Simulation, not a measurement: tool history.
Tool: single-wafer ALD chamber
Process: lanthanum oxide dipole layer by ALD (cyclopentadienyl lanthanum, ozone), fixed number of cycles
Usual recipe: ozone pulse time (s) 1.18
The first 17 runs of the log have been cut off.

run,hour,ozone pulse time (s),wafers since the last listed run,hours since the last thermocouple change,hours since the last ozone generator service,hours since the showerhead was replaced,hours since the gauge calibration,"read-back reference wafer on the same gauge, thickness_nm",mean film thickness on the monitor wafer (angstrom)
18,440.5,0.93,681,128.7,161.6,2958.2,612.8,0.435,4.15
# hour 450.3: gauge calibrated
19,459.2,0.98,384,147.4,180.3,2976.9,8.9,0.436,4.27
20,563.3,0.97,2141,251.5,284.4,3081,113,0.436,4.16
21,656.8,1.18,1923,345,377.9,3174.5,206.5,0.436,4.6
# hour 677: showerhead replaced
22,679.5,1.59,302,367.7,400.6,2.5,229.2,0.436,5
23,696.3,1.49,345,384.5,417.4,19.3,246,0.435,4.89
24,720.3,1.41,493,408.5,441.4,43.3,270,0.437,4.84
25,737.1,1.04,345,425.3,458.2,60.1,286.8,0.436,4.27
26,755.5,1.65,378,443.7,476.6,78.5,305.2,0.434,5.01
27,788.3,1.3,674,476.5,509.4,111.3,338,0.438,4.74
28,808.4,0.89,413,496.6,529.5,131.4,358.1,0.435,3.88
29,824.3,0.81,327,512.5,545.4,147.3,374,0.437,3.61
30,851.7,1.18,563,539.9,572.8,174.7,401.4,0.436,4.5
31,880.5,0.99,592,568.7,601.6,203.5,430.2,0.437,4.13
# hour 917.5: ozone generator serviced
32,918,1.39,606,606.2,0.5,241,467.7,0.437,5
33,937.9,1.64,409,626.1,20.4,260.9,487.6,0.437,5.15
34,958.2,1.61,417,646.4,40.7,281.2,507.9,0.436,5.09

What if the next run were any one of these 4? Each begins from the tool's condition after run 34:
A,958.6,1.31,8,646.8,41.1,281.6,508.3,?,?
B,958.6,0.94,8,646.8,41.1,281.6,508.3,?,?
C,958.6,1.05,8,646.8,41.1,281.6,508.3,?,?
D,958.6,0.87,8,646.8,41.1,281.6,508.3,?,?

run,"read-back reference wafer on the same gauge, thickness_nm",mean film thickness on the monitor wafer (angstrom)
A,0.437,4.9
B,0.437,4.31
C,0.437,4.54
D,0.437,4.13
Without the tool's hidden state the same runs would have given:
run,mean film thickness on the monitor wafer (angstrom)
A,4.94
B,4.38
C,4.6
D,4.2

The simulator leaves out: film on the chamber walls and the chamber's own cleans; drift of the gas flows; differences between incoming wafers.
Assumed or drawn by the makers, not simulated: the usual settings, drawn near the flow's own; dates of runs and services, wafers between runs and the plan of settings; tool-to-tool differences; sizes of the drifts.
